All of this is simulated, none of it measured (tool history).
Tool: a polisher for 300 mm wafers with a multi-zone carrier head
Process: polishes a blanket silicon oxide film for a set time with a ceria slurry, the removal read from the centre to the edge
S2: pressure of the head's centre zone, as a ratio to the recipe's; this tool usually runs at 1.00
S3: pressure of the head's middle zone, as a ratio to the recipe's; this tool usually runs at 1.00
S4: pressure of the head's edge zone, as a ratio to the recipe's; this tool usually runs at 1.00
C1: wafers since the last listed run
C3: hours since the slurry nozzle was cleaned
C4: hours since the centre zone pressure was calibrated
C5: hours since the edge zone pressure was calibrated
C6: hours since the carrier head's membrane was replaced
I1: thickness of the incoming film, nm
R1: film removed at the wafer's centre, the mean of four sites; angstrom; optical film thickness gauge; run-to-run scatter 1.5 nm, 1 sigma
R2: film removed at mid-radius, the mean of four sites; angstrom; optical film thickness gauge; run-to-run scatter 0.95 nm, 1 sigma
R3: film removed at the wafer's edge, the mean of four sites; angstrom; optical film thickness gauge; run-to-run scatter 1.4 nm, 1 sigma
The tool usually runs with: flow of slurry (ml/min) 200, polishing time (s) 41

{"run": 1, "day": 0.0, "flow of slurry (ml/min)": 135, "S2": 1.0, "S3": 1.0, "S4": 1.0, "polishing time (s)": 33, "C1": 0, "wafers polished on this pad": 1753, "C3": 49.0, "C4": 205.5, "C5": 362.9, "C6": 439.1, "I1": 1845.3, "R1": 992, "R2": 978, "R3": 1044}
{"day": 0.962, "done": "worn pad replaced by a new one"}
{"run": 2, "day": 1.471, "flow of slurry (ml/min)": 200, "S2": 1.0, "S3": 1.0, "S4": 1.0, "polishing time (s)": 41, "C1": 215, "wafers polished on this pad": 83, "C3": 84.3, "C4": 240.8, "C5": 398.2, "C6": 474.4, "I1": 1866.7, "R1": 1345, "R2": 1343, "R3": 1355}
{"run": 3, "day": 2.688, "flow of slurry (ml/min)": 235, "S2": 0.93, "S3": 1.0, "S4": 1.07, "polishing time (s)": 29, "C1": 200, "wafers polished on this pad": 284, "C3": 113.5, "C4": 270.0, "C5": 427.4, "C6": 503.6, "I1": 1851.1, "R1": 939, "R2": 982, "R3": 1022}
{"run": 4, "day": 3.379, "flow of slurry (ml/min)": 200, "S2": 1.0, "S3": 1.0, "S4": 1.0, "polishing time (s)": 41, "C1": 114, "wafers polished on this pad": 398, "C3": 130.1, "C4": 286.6, "C5": 444.0, "C6": 520.2, "I1": 1897.3, "R1": 1344, "R2": 1337, "R3": 1367}
{"run": 5, "day": 4.038, "flow of slurry (ml/min)": 200, "S2": 1.0, "S3": 1.0, "S4": 1.0, "polishing time (s)": 41, "C1": 108, "wafers polished on this pad": 507, "C3": 145.9, "C4": 302.4, "C5": 459.8, "C6": 536.0, "I1": 1875.3, "R1": 1342, "R2": 1330, "R3": 1344}
{"run": 6, "day": 5.388, "flow of slurry (ml/min)": 200, "S2": 1.0, "S3": 1.0, "S4": 1.11, "polishing time (s)": 47, "C1": 222, "wafers polished on this pad": 730, "C3": 178.3, "C4": 334.8, "C5": 492.2, "C6": 568.4, "I1": 1875.3, "R1": 1576, "R2": 1517, "R3": 1672}
{"run": 7, "day": 5.954, "flow of slurry (ml/min)": 200, "S2": 1.0, "S3": 0.91, "S4": 1.09, "polishing time (s)": 41, "C1": 93, "wafers polished on this pad": 823, "C3": 191.9, "C4": 348.4, "C5": 505.8, "C6": 582.0, "I1": 1852.0, "R1": 1348, "R2": 1273, "R3": 1436}
{"run": 8, "day": 7.354, "flow of slurry (ml/min)": 200, "S2": 1.0, "S3": 1.0, "S4": 1.0, "polishing time (s)": 41, "C1": 231, "wafers polished on this pad": 1054, "C3": 225.5, "C4": 382.0, "C5": 539.4, "C6": 615.6, "I1": 1884.8, "R1": 1314, "R2": 1327, "R3": 1346}
{"run": 9, "day": 8.396, "flow of slurry (ml/min)": 200, "S2": 0.92, "S3": 1.0, "S4": 1.0, "polishing time (s)": 50, "C1": 171, "wafers polished on this pad": 1226, "C3": 250.5, "C4": 407.0, "C5": 564.4, "C6": 640.6, "I1": 1902.7, "R1": 1532, "R2": 1633, "R3": 1643}
{"run": 10, "day": 9.429, "flow of slurry (ml/min)": 200, "S2": 0.97, "S3": 1.0, "S4": 1.0, "polishing time (s)": 52, "C1": 170, "wafers polished on this pad": 1397, "C3": 275.3, "C4": 431.8, "C5": 589.2, "C6": 665.4, "I1": 1855.9, "R1": 1631, "R2": 1678, "R3": 1704}
{"run": 11, "day": 10.675, "flow of slurry (ml/min)": 200, "S2": 1.0, "S3": 1.0, "S4": 1.0, "polishing time (s)": 41, "C1": 205, "wafers polished on this pad": 1602, "C3": 305.2, "C4": 461.7, "C5": 619.1, "C6": 695.3, "I1": 1890.3, "R1": 1332, "R2": 1316, "R3": 1367}
{"run": 12, "day": 11.254, "flow of slurry (ml/min)": 240, "S2": 1.0, "S3": 1.0, "S4": 1.0, "polishing time (s)": 46, "C1": 95, "wafers polished on this pad": 1698, "C3": 319.1, "C4": 475.6, "C5": 633.0, "C6": 709.2, "I1": 1867.6, "R1": 1558, "R2": 1526, "R3": 1579}
{"run": 13, "day": 11.825, "flow of slurry (ml/min)": 200, "S2": 0.9, "S3": 1.0, "S4": 1.0, "polishing time (s)": 41, "C1": 94, "wafers polished on this pad": 1792, "C3": 332.8, "C4": 489.3, "C5": 646.7, "C6": 722.9, "I1": 1850.0, "R1": 1220, "R2": 1316, "R3": 1352}
{"day": 12.608, "done": "worn pad replaced by a new one"}
{"run": 14, "day": 12.633, "flow of slurry (ml/min)": 200, "S2": 1.0, "S3": 1.0, "S4": 0.88, "polishing time (s)": 41, "C1": 105, "wafers polished on this pad": 3, "C3": 352.2, "C4": 508.7, "C5": 666.1, "C6": 742.3, "I1": 1848.3, "R1": 1306, "R2": 1308, "R3": 1292}
{"run": 15, "day": 13.721, "flow of slurry (ml/min)": 265, "S2": 1.0, "S3": 1.0, "S4": 1.0, "polishing time (s)": 47, "C1": 179, "wafers polished on this pad": 183, "C3": 378.3, "C4": 534.8, "C5": 692.2, "C6": 768.4, "I1": 1868.9, "R1": 1594, "R2": 1570, "R3": 1615}
{"run": 16, "day": 14.833, "flow of slurry (ml/min)": 200, "S2": 1.0, "S3": 1.0, "S4": 1.06, "polishing time (s)": 50, "C1": 183, "wafers polished on this pad": 366, "C3": 405.0, "C4": 561.5, "C5": 718.9, "C6": 795.1, "I1": 1875.7, "R1": 1579, "R2": 1588, "R3": 1682}
{"run": 17, "day": 15.662, "flow of slurry (ml/min)": 150, "S2": 1.11, "S3": 1.0, "S4": 1.0, "polishing time (s)": 47, "C1": 136, "wafers polished on this pad": 503, "C3": 424.9, "C4": 581.4, "C5": 738.8, "C6": 815.0, "I1": 1844.2, "R1": 1498, "R2": 1371, "R3": 1464}
{"run": 18, "day": 16.396, "flow of slurry (ml/min)": 200, "S2": 1.05, "S3": 1.0, "S4": 0.9, "polishing time (s)": 29, "C1": 121, "wafers polished on this pad": 624, "C3": 442.5, "C4": 599.0, "C5": 756.4, "C6": 832.6, "I1": 1847.0, "R1": 969, "R2": 913, "R3": 883}
{"run": 19, "day": 17.221, "flow of slurry (ml/min)": 235, "S2": 1.12, "S3": 1.0, "S4": 1.0, "polishing time (s)": 41, "C1": 136, "wafers polished on this pad": 760, "C3": 462.3, "C4": 618.8, "C5": 776.2, "C6": 852.4, "I1": 1895.4, "R1": 1449, "R2": 1330, "R3": 1352}
{"run": 20, "day": 21.579, "flow of slurry (ml/min)": 245, "S2": 1.0, "S3": 1.0, "S4": 0.91, "polishing time (s)": 49, "C1": 719, "wafers polished on this pad": 1480, "C3": 566.9, "C4": 723.4, "C5": 880.8, "C6": 957.0, "I1": 1899.6, "R1": 1576, "R2": 1546, "R3": 1544}
{"day": 22.408, "done": "slurry nozzle cleaned"}
{"day": 22.671, "done": "edge zone pressure recalibrated"}
{"run": 21, "day": 25.396, "flow of slurry (ml/min)": 200, "S2": 1.0, "S3": 1.0, "S4": 1.0, "polishing time (s)": 41, "C1": 609, "wafers polished on this pad": 2089, "C3": 71.7, "C4": 815.0, "C5": 65.4, "C6": 1048.6, "I1": 1884.0, "R1": 1374, "R2": 1362, "R3": 1380}
{"run": 22, "day": 26.375, "flow of slurry (ml/min)": 200, "S2": 1.0, "S3": 1.0, "S4": 1.11, "polishing time (s)": 31, "C1": 161, "wafers polished on this pad": 2250, "C3": 95.2, "C4": 838.5, "C5": 88.9, "C6": 1072.1, "I1": 1884.4, "R1": 1029, "R2": 1026, "R3": 1111}

Subtracting, for every run, the result it would have given without the tool's unlogged condition from the measured result gives the following. The same run-to-run variation enters both numbers; the gauge's scatter may not:
Hidden state at play: removal rate lost through wear of the pad, %; slurry flow missing at the pad, %; deviation of the centre zone's pressure from its setpoint, %; deviation of the edge zone's pressure from its setpoint, %.
run=1 R1=-21 R2=-19 R3=-14
run=2 R1=-20 R2=-18 R3=-13
run=3 R1=-12 R2=-12 R3=-9
run=4 R1=-22 R2=-20 R3=-15
run=5 R1=-23 R2=-20 R3=-16
run=6 R1=-30 R2=-26 R3=-21
run=7 R1=-28 R2=-23 R3=-19
run=8 R1=-31 R2=-27 R3=-20
run=9 R1=-40 R2=-37 R3=-28
run=10 R1=-46 R2=-43 R3=-32
run=11 R1=-44 R2=-39 R3=-29
run=12 R1=-44 R2=-39 R3=-29
run=13 R1=-44 R2=-43 R3=-33
run=14 R1=-52 R2=-47 R3=-33
run=15 R1=-52 R2=-47 R3=-35
run=16 R1=-79 R2=-71 R3=-56
run=17 R1=-115 R2=-92 R3=-69
run=18 R1=-58 R2=-48 R3=-34
run=19 R1=-79 R2=-65 R3=-48
run=20 R1=-133 R2=-116 R3=-85
run=21 R1=-2 R2=-1 R3=-1
run=22 R1=-2 R2=-1 R3=-2
